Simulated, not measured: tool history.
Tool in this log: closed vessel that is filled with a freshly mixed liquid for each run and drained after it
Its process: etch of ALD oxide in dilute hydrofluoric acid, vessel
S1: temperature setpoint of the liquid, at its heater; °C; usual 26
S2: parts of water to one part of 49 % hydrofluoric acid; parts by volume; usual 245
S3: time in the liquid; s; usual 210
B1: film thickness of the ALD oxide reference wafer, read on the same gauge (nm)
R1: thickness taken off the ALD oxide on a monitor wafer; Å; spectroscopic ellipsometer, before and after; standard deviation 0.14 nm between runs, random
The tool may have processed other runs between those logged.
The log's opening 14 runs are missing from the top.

{"run": 15, "day": 13.712, "S1": 26, "S2": 245, "S3": 210, "B1": 69.99, "R1": 272.6}
{"run": 16, "day": 14.292, "S1": 21, "S2": 280, "S3": 170, "B1": 69.97, "R1": 157.2}
{"day": 14.921, "done": "hydrofluoric acid flow meter replaced"}
{"run": 17, "day": 14.942, "S1": 23.5, "S2": 245, "S3": 100, "B1": 70.01, "R1": 113.5}
{"run": 18, "day": 16.404, "S1": 28, "S2": 295, "S3": 210, "B1": 69.99, "R1": 222.8}
{"run": 19, "day": 17.812, "S1": 29, "S2": 150, "S3": 210, "B1": 69.99, "R1": 534.9}
{"run": 20, "day": 18.462, "S1": 26, "S2": 315, "S3": 285, "B1": 70.03, "R1": 260.6}
{"run": 21, "day": 18.988, "S1": 28, "S2": 295, "S3": 210, "B1": 70, "R1": 221.8}
{"run": 22, "day": 20.417, "S1": 23.5, "S2": 245, "S3": 255, "B1": 70.01, "R1": 294}
{"run": 23, "day": 21.742, "S1": 26, "S2": 245, "S3": 290, "B1": 70, "R1": 366.4}
{"run": 24, "day": 22.992, "S1": 28.5, "S2": 155, "S3": 210, "B1": 70.02, "R1": 510.5}
{"run": 25, "day": 24.467, "S1": 26, "S2": 245, "S3": 210, "B1": 69.95, "R1": 267.5}
{"run": 26, "day": 24.967, "S1": 22, "S2": 340, "S3": 210, "B1": 69.98, "R1": 153.7}
{"run": 27, "day": 25.496, "S1": 26, "S2": 245, "S3": 210, "B1": 70, "R1": 268.9}
{"run": 28, "day": 26.104, "S1": 26, "S2": 245, "S3": 210, "B1": 70.01, "R1": 268.7}
{"run": 29, "day": 27.0, "S1": 26, "S2": 330, "S3": 265, "B1": 69.99, "R1": 230.6}
{"run": 30, "day": 28.058, "S1": 26, "S2": 140, "S3": 335, "B1": 70.03, "R1": 847.6}

Below are 4 alternative next runs, each starting from the tool's condition after run 30. Predict each:
{"run": "A", "day": 28.088, "S1": 26, "S2": 245, "S3": 210, "B1": "?", "R1": "?"}
{"run": "B", "day": 28.088, "S1": 26, "S2": 295, "S3": 305, "B1": "?", "R1": "?"}
{"run": "C", "day": 28.088, "S1": 28, "S2": 300, "S3": 160, "B1": "?", "R1": "?"}
{"run": "D", "day": 28.088, "S1": 26, "S2": 340, "S3": 210, "B1": "?", "R1": "?"}

run=A B1=69.99 R1=270.7
run=B B1=69.99 R1=309.8
run=C B1=69.99 R1=170
run=D B1=69.99 R1=176.9
Without the tool's hidden state the same runs would have given:
run=A R1=261.1
run=B R1=298.9
run=C R1=164
run=D R1=170.7

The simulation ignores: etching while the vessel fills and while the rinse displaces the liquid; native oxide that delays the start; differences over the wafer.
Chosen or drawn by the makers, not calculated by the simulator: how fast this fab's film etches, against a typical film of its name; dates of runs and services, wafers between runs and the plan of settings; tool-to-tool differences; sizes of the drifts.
